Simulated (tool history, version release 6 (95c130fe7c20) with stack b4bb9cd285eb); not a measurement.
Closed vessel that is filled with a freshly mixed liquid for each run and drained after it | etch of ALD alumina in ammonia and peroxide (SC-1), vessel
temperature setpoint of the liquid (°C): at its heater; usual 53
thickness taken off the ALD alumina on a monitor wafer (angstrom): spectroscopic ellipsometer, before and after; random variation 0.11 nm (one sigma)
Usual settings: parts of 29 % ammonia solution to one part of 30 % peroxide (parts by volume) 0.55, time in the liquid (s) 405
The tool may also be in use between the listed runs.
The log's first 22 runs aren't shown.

run,day,temperature setpoint of the liquid (°C),parts of 29 % ammonia solution to one part of 30 % peroxide (parts by volume),time in the liquid (s),wafers since the last listed run,hours since the thermometer was replaced,hours since the ammonia flow meter was replaced,hours since the drum of ammonia solution was connected,hours since the gauge calibration,"read-back film thickness of the ALD alumina reference wafer, read on the same gauge (nm)",thickness taken off the ALD alumina on a monitor wafer (angstrom)
23,78.325,53,0.55,225,4769,931.3,137.6,340.5,1240.8,150.04,120.9
24,80.558,59.5,0.8,220,4742,984.9,191.2,394.1,1294.4,149.97,173.2
25,82.875,53,0.55,405,4919,1040.5,246.8,449.7,1350,149.97,219
26,86.421,53,0.55,405,7529,1125.6,331.9,534.8,1435.1,150.03,219.7
# day 88.154: thermometer replaced
27,89.762,57.5,0.55,405,7007,38.6,412.1,615,1515.3,150,278.8
28,93.058,59,0.4,490,6999,117.7,491.2,694.1,1594.4,150.02,352.9
# day 94.925: new drum of ammonia solution connected
29,96.092,53,0.85,405,6353,190.5,564,28,1667.2,150,227.1
30,98.625,50,0.7,180,5379,251.3,624.8,88.8,1728,149.99,83.7

Forecast each of these 3 alternatives for the next run:
A,98.658,53,0.55,405,70,252.1,625.6,89.6,1728.8,?,?
B,98.658,53,0.8,405,70,252.1,625.6,89.6,1728.8,?,?
C,98.658,58.5,0.7,405,70,252.1,625.6,89.6,1728.8,?,?

run,"read-back film thickness of the ALD alumina reference wafer, read on the same gauge (nm)",thickness taken off the ALD alumina on a monitor wafer (angstrom)
A,150.02,218.4
B,150.02,226.3
C,150.02,298.8
Without the tool's hidden state the same runs would have given:
run,thickness taken off the ALD alumina on a monitor wafer (angstrom)
A,218.4
B,226.3
C,298.8
